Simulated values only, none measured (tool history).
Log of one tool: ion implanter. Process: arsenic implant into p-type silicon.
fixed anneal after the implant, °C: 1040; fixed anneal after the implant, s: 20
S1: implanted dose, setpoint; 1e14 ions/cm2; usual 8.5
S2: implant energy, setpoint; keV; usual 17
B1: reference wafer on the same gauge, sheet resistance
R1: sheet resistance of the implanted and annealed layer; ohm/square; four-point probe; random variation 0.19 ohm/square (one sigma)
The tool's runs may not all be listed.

run 1 hour=0 | S1=8.5 S2=17 | B1=144.04 | R1=124.78
run 2 hour=63.1 | S1=7.85 S2=17 | B1=144 | R1=132.34
run 3 hour=132 | S1=7.85 S2=17 | B1=143.98 | R1=131.99
run 4 hour=166.6 | S1=7.85 S2=17 | B1=143.91 | R1=132.24
run 5 hour=207.9 | S1=8.5 S2=17 | B1=144.01 | R1=124.8
run 6 hour=262.7 | S1=8.5 S2=17 | B1=143.96 | R1=124.71
run 7 hour=333.9 | S1=8.5 S2=17 | B1=143.97 | R1=124.76
run 8 hour=360.1 | S1=9.47 S2=17 | B1=144.04 | R1=116.2
run 9 hour=399.6 | S1=8.5 S2=17 | B1=144.01 | R1=124.51
run 10 hour=501.4 | S1=8.5 S2=17 | B1=143.89 | R1=124.26
run 11 hour=558.8 | S1=8.5 S2=17 | B1=143.93 | R1=124.41
run 12 hour=607.1 | S1=8.5 S2=17 | B1=144.04 | R1=124.14
run 13 hour=661 | S1=10.6 S2=22 | B1=143.94 | R1=104.57
run 14 hour=732 | S1=8.5 S2=19.5 | B1=144.05 | R1=122.66
-- hour=757.6 extraction supply calibrated
run 15 hour=784.1 | S1=6.35 S2=19 | B1=144 | R1=151.23
run 16 hour=839.5 | S1=10.75 S2=21 | B1=143.99 | R1=104.37
run 17 hour=883.3 | S1=7.01 S2=14 | B1=144.06 | R1=144.84
run 18 hour=936.8 | S1=9.89 S2=11.5 | B1=143.99 | R1=116.37
run 19 hour=963.4 | S1=8.5 S2=13 | B1=144 | R1=127.12
run 20 hour=1028.7 | S1=10.05 S2=17 | B1=143.98 | R1=111.14
run 21 hour=1059.6 | S1=8.5 S2=17 | B1=144.01 | R1=124.06
run 22 hour=1095.9 | S1=10.14 S2=13.5 | B1=144 | R1=113.43
run 23 hour=1153.5 | S1=8.5 S2=17 | B1=143.97 | R1=123.99
-- hour=1173.1 Faraday cup replaced and dose calibrated
run 24 hour=1203.4 | S1=8.5 S2=22 | B1=143.96 | R1=122.69
run 25 hour=1231.6 | S1=10.44 S2=15 | B1=143.97 | R1=112.24
-- hour=1246.5 gauge calibrated
run 26 hour=1294.7 | S1=8.5 S2=11.5 | B1=143.99 | R1=130.86
run 27 hour=1349.2 | S1=8.5 S2=17 | B1=144.01 | R1=126.29
run 28 hour=1377.9 | S1=6.29 S2=18.5 | B1=144.01 | R1=155.92
run 29 hour=1406.6 | S1=8.5 S2=17 | B1=143.95 | R1=126.07
run 30 hour=1438.4 | S1=10.88 S2=12 | B1=143.99 | R1=111.15
run 31 hour=1504 | S1=7.38 S2=22 | B1=144.04 | R1=134.58
run 32 hour=1530.1 | S1=10.85 S2=19 | B1=144.04 | R1=106.15
run 33 hour=1565 | S1=8.5 S2=17 | B1=144.08 | R1=125.96
run 34 hour=1617.1 | S1=7.19 S2=17 | B1=144 | R1=141.88
run 35 hour=1667 | S1=8.5 S2=17 | B1=144.01 | R1=125.72
run 36 hour=1702.6 | S1=10.51 S2=15 | B1=144.01 | R1=110.87
run 37 hour=1739.6 | S1=10.95 S2=19 | B1=144.07 | R1=105.05

Hidden state or all else? Some run-to-run changes of R1, split into what the settings, what came in and random variation would give without the hidden state, and what is left for the hidden state (with any gauge scatter that isn't in both results):
The hidden state here: deviation of the true dose from the Faraday cup's reading, %; deviation of the true energy from its setpoint, %; gauge reads high (%).
Run 15 -> 16: S1 6.35 -> 10.75, S2 19 -> 21. R1 -46.86 ohm/square: hidden state +1.22, all else -48.08.
Run 16 -> 17: S1 10.75 -> 7.01, S2 21 -> 14. R1 +40.47 ohm/square: hidden state -1.11, all else +41.58.
Run 23 -> 24: S2 17 -> 22, Faraday cup replaced and dose calibrated. R1 -1.3 ohm/square: hidden state +2.6, all else -3.9.
Run 28 -> 29: S1 6.29 -> 8.5, S2 18.5 -> 17. R1 -29.85 ohm/square: hidden state -0.01, all else -29.84.
